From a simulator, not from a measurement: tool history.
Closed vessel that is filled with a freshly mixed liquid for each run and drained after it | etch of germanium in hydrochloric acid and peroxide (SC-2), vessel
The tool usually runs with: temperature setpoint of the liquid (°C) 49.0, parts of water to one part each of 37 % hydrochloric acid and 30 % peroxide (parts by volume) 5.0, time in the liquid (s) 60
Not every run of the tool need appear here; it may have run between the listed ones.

run   hour  temperature setpoint of the liquid (°C)  parts of water to one part each of 37 % hydrochloric acid and 30 % peroxide (parts by volume)  time in the liquid (s)  wafers since the last listed run  hours since the thermometer was replaced  hours since the chemicals flow meter was replaced  hours since the drum of peroxide was connected  hours since the gauge calibration  read-back film thickness of the germanium reference wafer, read on the same gauge (nm)  thickness taken off the germanium on a monitor wafer (angstrom)
  1    0.0                                     49.0                                                                                            5.0                      75                                 0                                    2692.5                                              440.4                                           992.4                              156.3                                                                                  119.98                                                           2138.8
  2   10.4                                     49.0                                                                                            5.0                      75                               722                                    2702.9                                              450.8                                          1002.8                              166.7                                                                                  119.98                                                           2135.4
  3   22.6                                     49.0                                                                                            5.0                      60                               847                                    2715.1                                              463.0                                          1015.0                              178.9                                                                                  119.97                                                           1706.9
  4   34.9                                     49.0                                                                                            5.0                      60                               854                                    2727.4                                              475.3                                          1027.3                              191.2                                                                                  120.03                                                           1712.7
  5   64.9                                     49.0                                                                                            5.0                      60                              2084                                    2757.4                                              505.3                                          1057.3                              221.2                                                                                  120.01                                                           1720.7
  6   79.9                                     49.0                                                                                            5.0                      60                              1042                                    2772.4                                              520.3                                          1072.3                              236.2                                                                                  120.00                                                           1717.5
  7   92.0                                     49.0                                                                                            5.0                      60                               840                                    2784.5                                              532.4                                          1084.4                              248.3                                                                                  119.96                                                           1712.4
  8  100.8                                     49.0                                                                                            5.0                      60                               611                                    2793.3                                              541.2                                          1093.2                              257.1                                                                                  120.02                                                           1719.4
  9  116.0                                     49.0                                                                                            5.0                      60                              1055                                    2808.5                                              556.4                                          1108.4                              272.3                                                                                  120.02                                                           1718.6
     119.1  -- gauge calibrated
     132.2  -- chemicals flow meter replaced
 10  132.7                                     49.0                                                                                            5.0                      60                              1090                                    2825.2                                                0.5                                          1125.1                               13.6                                                                                  120.00                                                           1719.3
 11  142.1                                     49.0                                                                                            5.0                      60                               653                                    2834.6                                                9.9                                          1134.5                               23.0                                                                                  120.04                                                           1714.8
 12  152.3                                     43.5                                                                                            7.0                      90                               708                                    2844.8                                               20.1                                          1144.7                               33.2                                                                                  119.97                                                           2135.2
 13  163.1                                     49.0                                                                                            5.0                      60                               750                                    2855.6                                               30.9                                          1155.5                               44.0                                                                                  120.03                                                           1722.7
 14  178.3                                     49.0                                                                                            5.0                      60                              1055                                    2870.8                                               46.1                                          1170.7                               59.2                                                                                  120.01                                                           1720.0
 15  196.0                                     39.5                                                                                            6.5                      90                              1229                                    2888.5                                               63.8                                          1188.4                               76.9                                                                                  120.03                                                           1875.9
 16  203.5                                     49.0                                                                                            4.0                      75                               521                                    2896.0                                               71.3                                          1195.9                               84.4                                                                                  120.01                                                           2162.5
     207.4  -- thermometer replaced
     209.5  -- new drum of peroxide connected
 17  215.2                                     41.0                                                                                            6.0                      90                               673                                       7.8                                               83.0                                             5.7                               96.1                                                                                  119.99                                                           1795.6
 18  221.3                                     44.0                                                                                            6.5                      60                               423                                      13.9                                               89.1                                            11.8                              102.2                                                                                  120.00                                                           1318.0
 19  232.9                                     49.0                                                                                            6.0                      35                               805                                      25.5                                              100.7                                            23.4                              113.8                                                                                  120.02                                                            910.8
 20  240.0                                     49.0                                                                                            4.0                      70                               493                                      32.6                                              107.8                                            30.5                              120.9                                                                                  120.00                                                           1839.9
 21  256.2                                     49.0                                                                                            6.0                      60                              1125                                      48.8                                              124.0                                            46.7                              137.1                                                                                  120.01                                                           1560.5
 22  263.1                                     54.0                                                                                            6.5                      40                               479                                      55.7                                              130.9                                            53.6                              144.0                                                                                  119.99                                                           1214.5

Hidden state, per run?
chemicals flow below the setpoint (%): 0 at every run
peroxide weaker than its label (%): 0 at every run
gauge reads high (%): 0 at every run
H1: liquid hotter than its thermometer reads (K)
run     H1
  1   2.84
  2   2.85
  3   2.86
  4   2.88
  5    2.9
  6   2.92
  7   2.93
  8   2.94
  9   2.95
 10   2.97
 11   2.97
 12   2.98
 13   2.99
 14   3.01
 15   3.02
 16   3.03
 17  0.145
 18  0.151
 19  0.161
 20  0.168
 21  0.182
 22  0.189
